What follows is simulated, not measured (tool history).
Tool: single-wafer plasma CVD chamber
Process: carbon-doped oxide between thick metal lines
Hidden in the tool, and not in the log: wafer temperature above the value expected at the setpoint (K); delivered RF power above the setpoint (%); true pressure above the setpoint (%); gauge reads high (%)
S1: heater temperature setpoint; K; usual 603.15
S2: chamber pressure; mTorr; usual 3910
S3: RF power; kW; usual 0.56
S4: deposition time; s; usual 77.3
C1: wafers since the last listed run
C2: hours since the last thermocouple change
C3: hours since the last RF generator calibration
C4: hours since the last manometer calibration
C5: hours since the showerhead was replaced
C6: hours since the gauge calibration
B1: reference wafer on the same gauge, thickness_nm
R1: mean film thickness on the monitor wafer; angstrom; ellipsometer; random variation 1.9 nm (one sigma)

run 1 day=0 | S1=608.15 S2=3910 S3=0.56 S4=77.3 | C1=0 C2=141.1 C3=1810.9 C4=2433.8 C5=4763.5 C6=950.5 | B1=468.37 | R1=3920.77
run 2 day=0.958 | S1=608.15 S2=3910 S3=0.56 S4=77.3 | C1=302 C2=164.1 C3=1833.9 C4=2456.8 C5=4786.5 C6=973.5 | B1=468.073 | R1=3957.52
run 3 day=1.604 | S1=603.15 S2=3310 S3=0.56 S4=77.3 | C1=203 C2=179.6 C3=1849.4 C4=2472.3 C5=4802 C6=989 | B1=468.065 | R1=3925.41
run 4 day=2.225 | S1=614.15 S2=3490 S3=0.56 S4=86.5 | C1=195 C2=194.5 C3=1864.3 C4=2487.2 C5=4816.9 C6=1003.9 | B1=467.796 | R1=4273.29
run 5 day=3.675 | S1=608.15 S2=3910 S3=0.56 S4=77.3 | C1=457 C2=229.3 C3=1899.1 C4=2522 C5=4851.7 C6=1038.7 | B1=468.197 | R1=3994.99
run 6 day=4.904 | S1=603.15 S2=3260 S3=0.59 S4=77.3 | C1=387 C2=258.8 C3=1928.6 C4=2551.5 C5=4881.2 C6=1068.2 | B1=468.134 | R1=4096.64
run 7 day=5.679 | S1=603.15 S2=3910 S3=0.56 S4=77.3 | C1=244 C2=277.4 C3=1947.2 C4=2570.1 C5=4899.8 C6=1086.8 | B1=467.829 | R1=4001.41
run 8 day=6.4 | S1=603.15 S2=3910 S3=0.56 S4=77.3 | C1=227 C2=294.7 C3=1964.5 C4=2587.4 C5=4917.1 C6=1104.1 | B1=468.106 | R1=3995.35
-- day=7.667 showerhead replaced
run 9 day=7.692 | S1=603.15 S2=3910 S3=0.635 S4=77.3 | C1=302 C2=325.7 C3=1995.5 C4=2618.4 C5=0.6 C6=1135.1 | B1=468.076 | R1=4483.76
run 10 day=8.729 | S1=610.15 S2=3910 S3=0.56 S4=77.3 | C1=327 C2=350.6 C3=2020.4 C4=2643.3 C5=25.5 C6=1160 | B1=467.726 | R1=3956.58
-- day=12.188 RF generator calibrated
run 11 day=13.15 | S1=603.15 S2=3910 S3=0.56 S4=77.3 | C1=1289 C2=456.7 C3=23.1 C4=2749.4 C5=131.6 C6=1266.1 | B1=467.942 | R1=4132.04
-- day=14.138 gauge calibrated
run 12 day=14.488 | S1=603.15 S2=3910 S3=0.56 S4=82.7 | C1=421 C2=488.8 C3=55.2 C4=2781.5 C5=163.7 C6=8.4 | B1=468.038 | R1=4405.06
run 13 day=15.354 | S1=603.15 S2=3910 S3=0.56 S4=77.3 | C1=273 C2=509.6 C3=76 C4=2802.3 C5=184.5 C6=29.2 | B1=467.493 | R1=4118.09
run 14 day=16.517 | S1=596.15 S2=4710 S3=0.56 S4=77.3 | C1=366 C2=537.5 C3=103.9 C4=2830.2 C5=212.4 C6=57.1 | B1=468.04 | R1=4378.17
run 15 day=17.571 | S1=603.15 S2=3910 S3=0.595 S4=77.3 | C1=332 C2=562.8 C3=129.2 C4=2855.5 C5=237.7 C6=82.4 | B1=467.77 | R1=4343
run 16 day=18.7 | S1=613.15 S2=3910 S3=0.56 S4=77.3 | C1=356 C2=589.9 C3=156.3 C4=2882.6 C5=264.8 C6=109.5 | B1=467.905 | R1=4028.54
run 17 day=19.329 | S1=603.15 S2=3910 S3=0.56 S4=77.3 | C1=198 C2=605 C3=171.4 C4=2897.7 C5=279.9 C6=124.6 | B1=467.939 | R1=4105.8
-- day=20.088 capacitance manometer re-zeroed and calibrated
run 18 day=20.108 | S1=603.15 S2=4810 S3=0.605 S4=89.8 | C1=140 C2=623.7 C3=190.1 C4=0.5 C5=298.6 C6=143.3 | B1=468.02 | R1=5299.83
run 19 day=20.688 | S1=603.15 S2=3910 S3=0.53 S4=77.3 | C1=182 C2=637.6 C3=204 C4=14.4 C5=312.5 C6=157.2 | B1=468.384 | R1=3882.16
run 20 day=21.917 | S1=593.15 S2=3410 S3=0.48 S4=77.3 | C1=387 C2=667.1 C3=233.5 C4=43.9 C5=342 C6=186.7 | B1=468.463 | R1=3543.11
run 21 day=23.296 | S1=603.15 S2=3910 S3=0.56 S4=85.8 | C1=435 C2=700.2 C3=266.6 C4=77 C5=375.1 C6=219.8 | B1=467.748 | R1=4520.8
run 22 day=24.754 | S1=603.15 S2=3910 S3=0.56 S4=77.3 | C1=460 C2=735.2 C3=301.6 C4=112 C5=410.1 C6=254.8 | B1=468.094 | R1=4094.26
run 23 day=28.088 | S1=610.15 S2=3910 S3=0.56 S4=77.3 | C1=1051 C2=815.2 C3=381.6 C4=192 C5=490.1 C6=334.8 | B1=468.483 | R1=3987.69
run 24 day=28.662 | S1=615.15 S2=3910 S3=0.56 S4=86.3 | C1=181 C2=829 C3=395.4 C4=205.8 C5=503.9 C6=348.6 | B1=467.581 | R1=4382.75
run 25 day=29.338 | S1=603.15 S2=3000 S3=0.56 S4=77.3 | C1=212 C2=845.2 C3=411.6 C4=222 C5=520.1 C6=364.8 | B1=468.197 | R1=3957.8
run 26 day=30.867 | S1=603.15 S2=3910 S3=0.635 S4=77.3 | C1=482 C2=881.9 C3=448.3 C4=258.7 C5=556.8 C6=401.5 | B1=467.989 | R1=4526.63
-- day=32.254 thermocouple changed; heater temperature recalibrated
run 27 day=32.275 | S1=598.15 S2=3910 S3=0.56 S4=86.6 | C1=339 C2=0.5 C3=482.1 C4=292.5 C5=590.6 C6=435.3 | B1=467.986 | R1=4621.07

5 ways to go on from here, each from the tool as it stands after run 27. What would each give?
run A day=32.292 | S1=603.15 S2=3910 S3=0.56 S4=77.3 | C1=5 C2=0.9 C3=482.5 C4=292.9 C5=591 C6=435.7 | B1=? | R1=?
run B day=32.292 | S1=603.15 S2=3910 S3=0.655 S4=83.9 | C1=5 C2=0.9 C3=482.5 C4=292.9 C5=591 C6=435.7 | B1=? | R1=?
run C day=32.292 | S1=603.15 S2=4770 S3=0.56 S4=77.3 | C1=5 C2=0.9 C3=482.5 C4=292.9 C5=591 C6=435.7 | B1=? | R1=?
run D day=32.292 | S1=594.15 S2=3910 S3=0.495 S4=77.3 | C1=5 C2=0.9 C3=482.5 C4=292.9 C5=591 C6=435.7 | B1=? | R1=?
run E day=32.292 | S1=596.15 S2=3910 S3=0.45 S4=77.3 | C1=5 C2=0.9 C3=482.5 C4=292.9 C5=591 C6=435.7 | B1=? | R1=?

run=A B1=468.024 R1=4078.54
run=B B1=468.024 R1=5074.65
run=C B1=468.024 R1=4226.33
run=D B1=468.024 R1=3700.24
run=E B1=468.024 R1=3266.74
Without the tool's hidden state the same runs would have given:
run=A R1=4148.73
run=B R1=5158.49
run=C R1=4299.06
run=D R1=3772.43
run=E R1=3335.95
